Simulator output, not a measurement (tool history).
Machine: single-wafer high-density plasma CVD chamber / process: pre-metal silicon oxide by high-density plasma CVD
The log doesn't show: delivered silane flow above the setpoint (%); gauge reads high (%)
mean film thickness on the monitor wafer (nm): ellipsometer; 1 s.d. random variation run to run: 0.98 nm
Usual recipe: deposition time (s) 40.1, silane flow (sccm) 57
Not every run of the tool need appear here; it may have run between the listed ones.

run,day,deposition time (s),silane flow (sccm),wafers since the last listed run,hours since the silane flow controller was replaced,hours since the gauge calibration,"read-back reference wafer on the same gauge, thickness_nm",mean film thickness on the monitor wafer (nm)
1,0.000,40.1,57,0,2229.8,602.2,257.165,205.747
2,3.950,40.1,57,1847,2324.6,697.0,256.934,207.345
3,7.329,40.1,57,1580,2405.7,778.1,257.498,207.569
4,10.704,40.1,57,1578,2486.7,859.1,257.154,208.258
5,14.233,40.1,57,1651,2571.4,943.8,256.887,206.196
6,17.662,45.8,57,1604,2653.7,1026.1,256.879,235.570
7,20.104,37.2,54,1142,2712.3,1084.7,256.875,182.144
8,21.671,36.3,48,732,2749.9,1122.3,257.242,161.495
9,24.846,36.3,48,1485,2826.1,1198.5,256.944,160.540
10,27.300,36.3,48,1148,2885.0,1257.4,257.016,162.296
11,30.112,45.0,51,1315,2952.5,1324.9,257.354,210.407
12,32.504,40.1,57,1118,3009.9,1382.3,256.943,207.439
# day 32.546: gauge calibrated
13,34.992,37.2,61,1163,3069.6,58.7,256.850,204.393
14,37.617,45.8,57,1228,3132.6,121.7,257.218,233.433
15,41.746,43.4,57,1931,3231.7,220.8,256.999,223.394
16,48.396,40.1,57,3111,3391.3,380.4,257.152,207.273
# day 50.233: silane flow controller replaced
17,57.392,37.6,54,4052,171.8,596.3,257.230,190.585
18,61.325,40.1,47,1840,266.2,690.7,256.982,181.730
19,62.854,45.6,54,715,302.9,727.4,257.058,230.148
20,66.738,40.1,65,1816,396.1,820.6,257.397,237.183
21,71.238,47.3,63,2105,504.1,928.6,257.454,271.159

Each row is a separate what-if for the run after 21, all from the same tool condition, not one after another. Results?
A,71.254,40.1,57,7,504.5,929.0,?,?
B,71.254,46.2,47,7,504.5,929.0,?,?
C,71.254,37.0,68,7,504.5,929.0,?,?
D,71.254,36.8,51,7,504.5,929.0,?,?

run,"read-back reference wafer on the same gauge, thickness_nm",mean film thickness on the monitor wafer (nm)
A,256.607,209.779
B,256.607,205.693
C,256.607,225.274
D,256.607,175.311
What these runs would have given with no unlogged condition in the tool:
run,mean film thickness on the monitor wafer (nm)
A,214.975
B,210.788
C,230.854
D,179.654

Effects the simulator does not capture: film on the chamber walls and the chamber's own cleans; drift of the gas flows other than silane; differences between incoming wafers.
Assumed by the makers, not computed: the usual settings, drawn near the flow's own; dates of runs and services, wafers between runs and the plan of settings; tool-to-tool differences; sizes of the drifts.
